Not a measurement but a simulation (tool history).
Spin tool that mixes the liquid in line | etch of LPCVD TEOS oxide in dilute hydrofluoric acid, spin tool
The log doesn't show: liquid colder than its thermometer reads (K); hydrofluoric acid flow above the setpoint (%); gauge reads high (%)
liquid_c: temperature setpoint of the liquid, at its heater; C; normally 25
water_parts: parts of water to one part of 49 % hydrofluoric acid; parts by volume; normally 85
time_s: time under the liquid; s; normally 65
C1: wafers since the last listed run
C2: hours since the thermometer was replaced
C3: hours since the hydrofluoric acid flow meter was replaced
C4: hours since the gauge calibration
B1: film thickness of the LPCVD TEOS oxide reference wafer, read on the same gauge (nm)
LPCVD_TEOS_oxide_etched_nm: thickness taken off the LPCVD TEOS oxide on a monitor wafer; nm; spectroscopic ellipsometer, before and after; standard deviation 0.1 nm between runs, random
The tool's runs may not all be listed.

run 1 hour=0 | liquid_c=25 water_parts=85 time_s=40 | C1=0 C2=1397.8 C3=1475.5 C4=421.2 | B1=90 | LPCVD_TEOS_oxide_etched_nm=7.71
-- hour=5.9 hydrofluoric acid flow meter replaced
run 2 hour=50 | liquid_c=25 water_parts=85 time_s=40 | C1=643 C2=1447.8 C3=44.1 C4=471.2 | B1=90 | LPCVD_TEOS_oxide_etched_nm=7.5
run 3 hour=111.2 | liquid_c=23 water_parts=70 time_s=65 | C1=803 C2=1509 C3=105.3 C4=532.4 | B1=90.04 | LPCVD_TEOS_oxide_etched_nm=13.91
run 4 hour=201.4 | liquid_c=28 water_parts=85 time_s=65 | C1=1184 C2=1599.2 C3=195.5 C4=622.6 | B1=90.01 | LPCVD_TEOS_oxide_etched_nm=13.64
run 5 hour=292.2 | liquid_c=28 water_parts=85 time_s=65 | C1=1192 C2=1690 C3=286.3 C4=713.4 | B1=89.99 | LPCVD_TEOS_oxide_etched_nm=13.76
run 6 hour=347.8 | liquid_c=26 water_parts=85 time_s=65 | C1=730 C2=1745.6 C3=341.9 C4=769 | B1=89.97 | LPCVD_TEOS_oxide_etched_nm=12.7
run 7 hour=454.6 | liquid_c=25 water_parts=85 time_s=65 | C1=1402 C2=1852.4 C3=448.7 C4=875.8 | B1=90 | LPCVD_TEOS_oxide_etched_nm=12.33
run 8 hour=547.6 | liquid_c=25 water_parts=85 time_s=65 | C1=1221 C2=1945.4 C3=541.7 C4=968.8 | B1=90 | LPCVD_TEOS_oxide_etched_nm=12.47
run 9 hour=586.2 | liquid_c=25 water_parts=85 time_s=65 | C1=506 C2=1984 C3=580.3 C4=1007.4 | B1=90 | LPCVD_TEOS_oxide_etched_nm=12.36
-- hour=627.4 thermometer replaced
run 10 hour=630.4 | liquid_c=25 water_parts=85 time_s=65 | C1=567 C2=3 C3=624.5 C4=1051.6 | B1=90.03 | LPCVD_TEOS_oxide_etched_nm=12.41
run 11 hour=672.9 | liquid_c=25 water_parts=85 time_s=65 | C1=558 C2=45.5 C3=667 C4=1094.1 | B1=89.97 | LPCVD_TEOS_oxide_etched_nm=12.31
run 12 hour=794.4 | liquid_c=25 water_parts=85 time_s=65 | C1=1595 C2=167 C3=788.5 C4=1215.6 | B1=89.98 | LPCVD_TEOS_oxide_etched_nm=12.37
run 13 hour=864 | liquid_c=28 water_parts=105 time_s=65 | C1=913 C2=236.6 C3=858.1 C4=1285.2 | B1=89.98 | LPCVD_TEOS_oxide_etched_nm=10.98
run 14 hour=946.2 | liquid_c=28 water_parts=105 time_s=65 | C1=1079 C2=318.8 C3=940.3 C4=1367.4 | B1=90.02 | LPCVD_TEOS_oxide_etched_nm=11
run 15 hour=1041.9 | liquid_c=28 water_parts=105 time_s=65 | C1=1256 C2=414.5 C3=1036 C4=1463.1 | B1=90.01 | LPCVD_TEOS_oxide_etched_nm=10.95
run 16 hour=1099.4 | liquid_c=25 water_parts=85 time_s=90 | C1=755 C2=472 C3=1093.5 C4=1520.6 | B1=90.01 | LPCVD_TEOS_oxide_etched_nm=17.45
run 17 hour=1190.1 | liquid_c=21 water_parts=50 time_s=25 | C1=1191 C2=562.7 C3=1184.2 C4=1611.3 | B1=90.03 | LPCVD_TEOS_oxide_etched_nm=7.31
-- hour=1247.2 gauge calibrated
run 18 hour=1264.1 | liquid_c=23.5 water_parts=85 time_s=65 | C1=971 C2=636.7 C3=1258.2 C4=16.9 | B1=90 | LPCVD_TEOS_oxide_etched_nm=11.74
run 19 hour=1575 | liquid_c=25 water_parts=70 time_s=65 | C1=4082 C2=947.6 C3=1569.1 C4=327.8 | B1=89.99 | LPCVD_TEOS_oxide_etched_nm=15.79
run 20 hour=1646 | liquid_c=25 water_parts=85 time_s=65 | C1=932 C2=1018.6 C3=1640.1 C4=398.8 | B1=90 | LPCVD_TEOS_oxide_etched_nm=12.77
-- hour=1715.2 hydrofluoric acid flow meter replaced
run 21 hour=1726.2 | liquid_c=25 water_parts=85 time_s=65 | C1=1040 C2=1098.8 C3=11 C4=479 | B1=90.02 | LPCVD_TEOS_oxide_etched_nm=11.98
run 22 hour=1790.5 | liquid_c=25 water_parts=55 time_s=65 | C1=844 C2=1163.1 C3=75.3 C4=543.3 | B1=90 | LPCVD_TEOS_oxide_etched_nm=20.06
run 23 hour=1902 | liquid_c=27.5 water_parts=75 time_s=30 | C1=1464 C2=1274.6 C3=186.8 C4=654.8 | B1=89.98 | LPCVD_TEOS_oxide_etched_nm=7.08
run 24 hour=1962.5 | liquid_c=28 water_parts=50 time_s=30 | C1=794 C2=1335.1 C3=247.3 C4=715.3 | B1=89.99 | LPCVD_TEOS_oxide_etched_nm=11.51
run 25 hour=1999.3 | liquid_c=20 water_parts=65 time_s=65 | C1=483 C2=1371.9 C3=284.1 C4=752.1 | B1=89.98 | LPCVD_TEOS_oxide_etched_nm=13.51
run 26 hour=2071.6 | liquid_c=25 water_parts=65 time_s=75 | C1=949 C2=1444.2 C3=356.4 C4=824.4 | B1=89.98 | LPCVD_TEOS_oxide_etched_nm=18.86
run 27 hour=2234.6 | liquid_c=24 water_parts=85 time_s=65 | C1=2140 C2=1607.2 C3=519.4 C4=987.4 | B1=89.98 | LPCVD_TEOS_oxide_etched_nm=11.82
run 28 hour=2315 | liquid_c=25 water_parts=60 time_s=65 | C1=1055 C2=1687.6 C3=599.8 C4=1067.8 | B1=89.99 | LPCVD_TEOS_oxide_etched_nm=18.05
run 29 hour=2367 | liquid_c=25 water_parts=85 time_s=65 | C1=682 C2=1739.6 C3=651.8 C4=1119.8 | B1=90 | LPCVD_TEOS_oxide_etched_nm=12.47
run 30 hour=2463 | liquid_c=25 water_parts=85 time_s=65 | C1=1260 C2=1835.6 C3=747.8 C4=1215.8 | B1=89.99 | LPCVD_TEOS_oxide_etched_nm=12.58
run 31 hour=2507 | liquid_c=28 water_parts=50 time_s=30 | C1=577 C2=1879.6 C3=791.8 C4=1259.8 | B1=90.02 | LPCVD_TEOS_oxide_etched_nm=11.67
run 32 hour=2604.9 | liquid_c=29 water_parts=105 time_s=80 | C1=1285 C2=1977.5 C3=889.7 C4=1357.7 | B1=90 | LPCVD_TEOS_oxide_etched_nm=14.07
run 33 hour=2650.1 | liquid_c=25 water_parts=100 time_s=40 | C1=593 C2=2022.7 C3=934.9 C4=1402.9 | B1=89.99 | LPCVD_TEOS_oxide_etched_nm=6.36
run 34 hour=2705.8 | liquid_c=25 water_parts=85 time_s=105 | C1=731 C2=2078.4 C3=990.6 C4=1458.6 | B1=90.01 | LPCVD_TEOS_oxide_etched_nm=20.4

Predict each of these 3 candidate next runs independently; none follows another, all start after run 34:
run A hour=2706.2 | liquid_c=25 water_parts=85 time_s=65 | C1=5 C2=2078.8 C3=991 C4=1459 | B1=? | LPCVD_TEOS_oxide_etched_nm=?
run B hour=2706.2 | liquid_c=21.5 water_parts=60 time_s=40 | C1=5 C2=2078.8 C3=991 C4=1459 | B1=? | LPCVD_TEOS_oxide_etched_nm=?
run C hour=2706.2 | liquid_c=20.5 water_parts=55 time_s=85 | C1=5 C2=2078.8 C3=991 C4=1459 | B1=? | LPCVD_TEOS_oxide_etched_nm=?

run=A B1=90.03 LPCVD_TEOS_oxide_etched_nm=12.56
run=B B1=90.03 LPCVD_TEOS_oxide_etched_nm=9.79
run=C B1=90.03 LPCVD_TEOS_oxide_etched_nm=21.88
With no hidden state in the tool, these same runs would have given:
run=A LPCVD_TEOS_oxide_etched_nm=12.07
run=B LPCVD_TEOS_oxide_etched_nm=9.42
run=C LPCVD_TEOS_oxide_etched_nm=21.06

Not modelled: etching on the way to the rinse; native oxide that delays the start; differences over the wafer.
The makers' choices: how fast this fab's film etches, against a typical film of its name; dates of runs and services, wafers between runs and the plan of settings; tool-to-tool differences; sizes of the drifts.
